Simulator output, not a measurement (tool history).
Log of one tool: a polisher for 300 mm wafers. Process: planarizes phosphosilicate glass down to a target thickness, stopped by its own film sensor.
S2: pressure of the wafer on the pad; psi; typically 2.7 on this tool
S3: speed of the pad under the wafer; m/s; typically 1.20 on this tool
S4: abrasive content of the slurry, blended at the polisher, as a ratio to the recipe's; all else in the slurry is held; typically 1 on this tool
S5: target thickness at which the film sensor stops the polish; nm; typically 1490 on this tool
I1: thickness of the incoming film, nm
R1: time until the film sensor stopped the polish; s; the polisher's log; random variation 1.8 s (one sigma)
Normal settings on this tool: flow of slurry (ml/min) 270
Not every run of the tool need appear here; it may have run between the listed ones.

{"run": 1, "day": 0.0, "flow of slurry (ml/min)": 270, "S2": 2.7, "S3": 1.2, "S4": 1, "S5": 1490, "I1": 2199.9, "R1": 111.2}
{"day": 0.179, "done": "slurry blender recalibrated"}
{"day": 0.4, "done": "worn pad replaced by a new one"}
{"run": 2, "day": 1.479, "flow of slurry (ml/min)": 270, "S2": 2.7, "S3": 1.2, "S4": 1, "S5": 1490, "I1": 2239.5, "R1": 108.9}
{"run": 3, "day": 2.633, "flow of slurry (ml/min)": 270, "S2": 3.2, "S3": 1.2, "S4": 1, "S5": 1490, "I1": 2178.5, "R1": 87.5}
{"run": 4, "day": 4.054, "flow of slurry (ml/min)": 270, "S2": 3.2, "S3": 1.2, "S4": 1, "S5": 1490, "I1": 2207.3, "R1": 90.1}
{"run": 5, "day": 4.729, "flow of slurry (ml/min)": 270, "S2": 3.2, "S3": 1.2, "S4": 1, "S5": 1490, "I1": 2210.4, "R1": 91.9}
{"run": 6, "day": 5.442, "flow of slurry (ml/min)": 235, "S2": 2.7, "S3": 1.2, "S4": 1, "S5": 1490, "I1": 2164.2, "R1": 103.6}
{"day": 6.058, "done": "conditioning disc replaced and pad reconditioned"}
{"day": 6.129, "done": "worn pad replaced by a new one"}
{"day": 6.442, "done": "slurry blender recalibrated"}
{"run": 7, "day": 6.829, "flow of slurry (ml/min)": 235, "S2": 2.7, "S3": 1.2, "S4": 1, "S5": 1490, "I1": 2172.5, "R1": 102.7}
{"day": 9.267, "done": "head pressure recalibrated"}
{"run": 8, "day": 11.092, "flow of slurry (ml/min)": 270, "S2": 2.7, "S3": 1.2, "S4": 1, "S5": 1490, "I1": 2195.6, "R1": 107.9}
{"day": 12.046, "done": "worn pad replaced by a new one, of another model than before"}
{"run": 9, "day": 12.383, "flow of slurry (ml/min)": 200, "S2": 2.7, "S3": 1.2, "S4": 1, "S5": 1719, "I1": 2212.6, "R1": 86.6}
{"day": 13.062, "done": "slurry blender recalibrated"}
{"day": 13.446, "done": "slurry nozzle cleaned"}
{"run": 10, "day": 13.808, "flow of slurry (ml/min)": 270, "S2": 1.8, "S3": 1.2, "S4": 1, "S5": 1490, "I1": 2195.0, "R1": 129.5}
{"day": 14.142, "done": "conditioning disc replaced and pad reconditioned"}
{"run": 11, "day": 14.771, "flow of slurry (ml/min)": 225, "S2": 3.4, "S3": 1.32, "S4": 1, "S5": 1410, "I1": 2221.7, "R1": 99.4}
{"run": 12, "day": 15.367, "flow of slurry (ml/min)": 345, "S2": 2.7, "S3": 1.2, "S4": 1, "S5": 1490, "I1": 2207.7, "R1": 101.8}
{"run": 13, "day": 16.525, "flow of slurry (ml/min)": 195, "S2": 3.2, "S3": 0.92, "S4": 1, "S5": 1600, "I1": 2165.3, "R1": 106.9}

Run 14 comes next. What will it give?
{"run": 14, "day": 17.071, "flow of slurry (ml/min)": 270, "S2": 2.7, "S3": 1.2, "S4": 1, "S5": 1490, "I1": 2189.4, "R1": "?"}

{"run 14": {"R1": 100.5}}
With no hidden state in the tool, this same run would have given R1 97.8 s.
